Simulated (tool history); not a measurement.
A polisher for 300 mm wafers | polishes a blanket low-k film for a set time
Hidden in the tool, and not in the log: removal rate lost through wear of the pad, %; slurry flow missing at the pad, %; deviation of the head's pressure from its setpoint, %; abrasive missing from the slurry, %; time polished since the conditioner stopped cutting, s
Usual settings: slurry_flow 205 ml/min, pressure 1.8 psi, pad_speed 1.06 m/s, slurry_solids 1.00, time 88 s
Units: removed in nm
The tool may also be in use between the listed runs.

run    hour  slurry_flow  pressure  pad_speed  slurry_solids  time  wafers since the last listed run  wafers polished on this pad  hours since the slurry nozzle was cleaned  hours since the head pressure was calibrated  hours since the slurry blender was calibrated  hours since the conditioning disc was replaced  incoming thickness of the incoming film, nm  removed
  1     0.0          205       1.8       1.36           1.00    88                                 0                         3680                                      177.0                                         200.1                                          387.0                                            74.1                                        631.1     41.5
  2    32.6          205       1.8       1.06           1.00    96                               370                         4051                                      209.6                                         232.7                                          419.6                                           106.7                                        630.0     37.5
       68.3  -- slurry blender recalibrated
  3    70.8          205       2.1       1.06           1.00    88                               411                         4462                                      247.8                                         270.9                                            2.5                                           144.9                                        623.9     39.8
       97.1  -- worn pad replaced by a new one
  4    99.1          205       1.8       1.06           1.00    88                               275                           23                                      276.1                                         299.2                                           30.8                                           173.2                                        631.4     37.1
  5   155.7          205       1.8       1.06           1.00    88                               642                          666                                      332.7                                         355.8                                           87.4                                           229.8                                        642.6     37.9
  6   221.8          205       1.5       1.06           1.00    88                               750                         1416                                      398.8                                         421.9                                          153.5                                           295.9                                        644.6     30.5
      265.4  -- head pressure recalibrated
  7   267.4          205       1.8       1.06           1.00    63                               495                         1912                                      444.4                                           2.0                                          199.1                                           341.5                                        620.7     26.0
      273.3  -- slurry nozzle cleaned
  8   298.3          145       1.4       1.06           1.00    88                               339                         2251                                       25.0                                          32.9                                          230.0                                           372.4                                        635.3     25.8
      302.5  -- conditioning disc replaced and pad reconditioned
      455.3  -- slurry blender recalibrated
      459.3  -- worn pad replaced by a new one
  9   459.8          205       1.8       1.06           1.00    88                              1744                            6                                      186.5                                         194.4                                            4.5                                           157.3                                        621.8     38.0
 10   493.7          205       2.2       1.06           1.00    88                               385                          391                                      220.4                                         228.3                                           38.4                                           191.2                                        639.4     46.1
 11   523.3          205       1.8       1.20           1.00   118                               336                          727                                      250.0                                         257.9                                           68.0                                           220.8                                        632.1     54.0
 12   585.1          205       1.8       1.06           1.00    88                               701                         1429                                      311.8                                         319.7                                          129.8                                           282.6                                        630.9     37.0
 13   660.3          205       1.8       1.06           1.00    88                               854                         2283                                      387.0                                         394.9                                          205.0                                           357.8                                        631.2     36.0
      674.9  -- head pressure recalibrated
      685.6  -- conditioning disc replaced and pad reconditioned
 14   692.7          205       1.8       1.06           1.00    88                               322                         2605                                      419.4                                          17.8                                          237.4                                             7.1                                        641.9     36.1
      693.9  -- slurry nozzle cleaned
 15   740.5          205       1.8       1.06           1.00    59                               531                         3137                                       46.6                                          65.6                                          285.2                                            54.9                                        635.0     23.9
 16   774.1          205       1.8       1.06           0.85    88                               381                         3518                                       80.2                                          99.2                                          318.8                                            88.5                                        625.1     33.8
 17   803.1          205       1.5       1.06           1.00   114                               329                         3848                                      109.2                                         128.2                                          347.8                                           117.5                                        635.1     37.8
      815.1  -- worn pad replaced by a new one
      839.0  -- slurry blender recalibrated
 18   842.1          245       1.8       1.06           0.85    88                               374                          284                                      148.2                                         167.2                                            3.1                                           156.5                                        635.1     36.1
 19   901.4          205       1.8       1.06           1.00    88                               673                          957                                      207.5                                         226.5                                           62.4                                           215.8                                        629.9     38.0
 20   927.8          205       2.1       1.06           1.00    88                               299                         1257                                      233.9                                         252.9                                           88.8                                           242.2                                        627.6     43.7
 21   983.3          250       1.8       1.40           1.20   100                               630                         1887                                      289.4                                         308.4                                          144.3                                           297.7                                        630.7     55.9
     1041.0  -- conditioning disc replaced and pad reconditioned
 22  1050.1          205       1.8       1.06           1.00   112                               735                         2623                                      356.2                                         375.2                                          211.1                                             9.1                                        634.4     45.1
     1052.5  -- slurry nozzle cleaned
 23  1082.9          205       2.1       1.32           1.15    88                               361                         2984                                       30.4                                         408.0                                          243.9                                            41.9                                        625.5     51.8
 24  1107.6          255       1.8       1.06           1.00    88                               280                         3265                                       55.1                                         432.7                                          268.6                                            66.6                                        631.0     36.9
 25  1179.5          275       1.8       1.06           1.00    88                               816                         4082                                      127.0                                         504.6                                          340.5                                           138.5                                        623.6     36.3
     1190.9  -- head pressure recalibrated
     1197.1  -- worn pad replaced by a new one
 26  1242.7          205       1.8       1.06           1.00    88                               649                          517                                      190.2                                          51.8                                          403.7                                           201.7                                        638.0     37.4

Forecast each of these 3 alternatives for the next run:
  A  1243.2          205       1.8       1.06           1.00   115                                 5                          523                                      190.7                                          52.3                                          404.2                                           202.2                                        626.5        ?
  B  1243.2          255       1.8       0.90           1.00    79                                 5                          523                                      190.7                                          52.3                                          404.2                                           202.2                                        626.5        ?
  C  1243.2          205       2.1       1.34           1.00    88                                 5                          523                                      190.7                                          52.3                                          404.2                                           202.2                                        626.5        ?

run  removed
  A     48.4
  B     30.3
  C     51.5
Without the tool's hidden state the same runs would have given:
run  removed
  A     49.2
  B     30.8
  C     52.4

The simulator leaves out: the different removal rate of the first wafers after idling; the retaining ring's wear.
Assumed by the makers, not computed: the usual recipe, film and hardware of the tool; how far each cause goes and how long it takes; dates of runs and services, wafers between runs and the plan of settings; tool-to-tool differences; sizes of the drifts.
